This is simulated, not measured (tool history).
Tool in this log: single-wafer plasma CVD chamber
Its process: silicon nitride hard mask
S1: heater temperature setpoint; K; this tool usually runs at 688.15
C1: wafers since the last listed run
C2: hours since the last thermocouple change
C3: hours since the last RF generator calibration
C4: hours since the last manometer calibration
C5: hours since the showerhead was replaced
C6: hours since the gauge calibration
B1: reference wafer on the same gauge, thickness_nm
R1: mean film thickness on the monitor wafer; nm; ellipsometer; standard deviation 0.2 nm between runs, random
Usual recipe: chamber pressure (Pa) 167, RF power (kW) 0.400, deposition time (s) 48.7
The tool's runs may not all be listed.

run 1 hour=0.0 | S1=688.15 chamber_pressure_(Pa)=167 RF_power_(kW)=0.400 deposition_time_(s)=48.7 | C1=0 C2=922.4 C3=1119.0 C4=2172.3 C5=3782.4 C6=233.8 | B1=63.419 | R1=59.195
run 2 hour=13.1 | S1=688.15 chamber_pressure_(Pa)=167 RF_power_(kW)=0.400 deposition_time_(s)=48.7 | C1=324 C2=935.5 C3=1132.1 C4=2185.4 C5=3795.5 C6=246.9 | B1=63.355 | R1=58.733
run 3 hour=35.9 | S1=688.15 chamber_pressure_(Pa)=167 RF_power_(kW)=0.400 deposition_time_(s)=48.7 | C1=564 C2=958.3 C3=1154.9 C4=2208.2 C5=3818.3 C6=269.7 | B1=63.430 | R1=58.638
-- hour=39.6 gauge calibrated
run 4 hour=52.7 | S1=688.15 chamber_pressure_(Pa)=167 RF_power_(kW)=0.400 deposition_time_(s)=52.9 | C1=415 C2=975.1 C3=1171.7 C4=2225.0 C5=3835.1 C6=13.1 | B1=63.317 | R1=63.567
run 5 hour=72.9 | S1=688.15 chamber_pressure_(Pa)=167 RF_power_(kW)=0.400 deposition_time_(s)=52.9 | C1=500 C2=995.3 C3=1191.9 C4=2245.2 C5=3855.3 C6=33.3 | B1=63.432 | R1=63.722
run 6 hour=108.9 | S1=688.15 chamber_pressure_(Pa)=167 RF_power_(kW)=0.400 deposition_time_(s)=46.6 | C1=891 C2=1031.3 C3=1227.9 C4=2281.2 C5=3891.3 C6=69.3 | B1=63.372 | R1=56.100
-- hour=117.4 thermocouple changed; heater temperature recalibrated
-- hour=143.4 RF generator calibrated
run 7 hour=143.9 | S1=688.15 chamber_pressure_(Pa)=167 RF_power_(kW)=0.400 deposition_time_(s)=46.6 | C1=470 C2=26.5 C3=0.5 C4=2316.2 C5=3926.3 C6=104.3 | B1=63.306 | R1=59.041
run 8 hour=155.3 | S1=688.15 chamber_pressure_(Pa)=167 RF_power_(kW)=0.400 deposition_time_(s)=46.6 | C1=282 C2=37.9 C3=11.9 C4=2327.6 C5=3937.7 C6=115.7 | B1=63.325 | R1=59.156
run 9 hour=178.1 | S1=688.15 chamber_pressure_(Pa)=167 RF_power_(kW)=0.400 deposition_time_(s)=48.7 | C1=564 C2=60.7 C3=34.7 C4=2350.4 C5=3960.5 C6=138.5 | B1=63.351 | R1=62.070
-- hour=188.7 capacitance manometer re-zeroed and calibrated
run 10 hour=198.2 | S1=695.15 chamber_pressure_(Pa)=167 RF_power_(kW)=0.400 deposition_time_(s)=48.7 | C1=299 C2=80.8 C3=54.8 C4=9.5 C5=3980.6 C6=158.6 | B1=63.423 | R1=61.255

Predict the results of run 11:
-- hour=219.8 showerhead replaced
run 11 hour=225.2 | S1=701.15 chamber_pressure_(Pa)=167 RF_power_(kW)=0.465 deposition_time_(s)=48.7 | C1=470 C2=107.8 C3=81.8 C4=36.5 C5=5.4 C6=185.6 | B1=? | R1=?

B1: 63.498
R1: 66.977 nm
Had the tool carried no hidden state, the very same run would have given R1 67.884 nm.
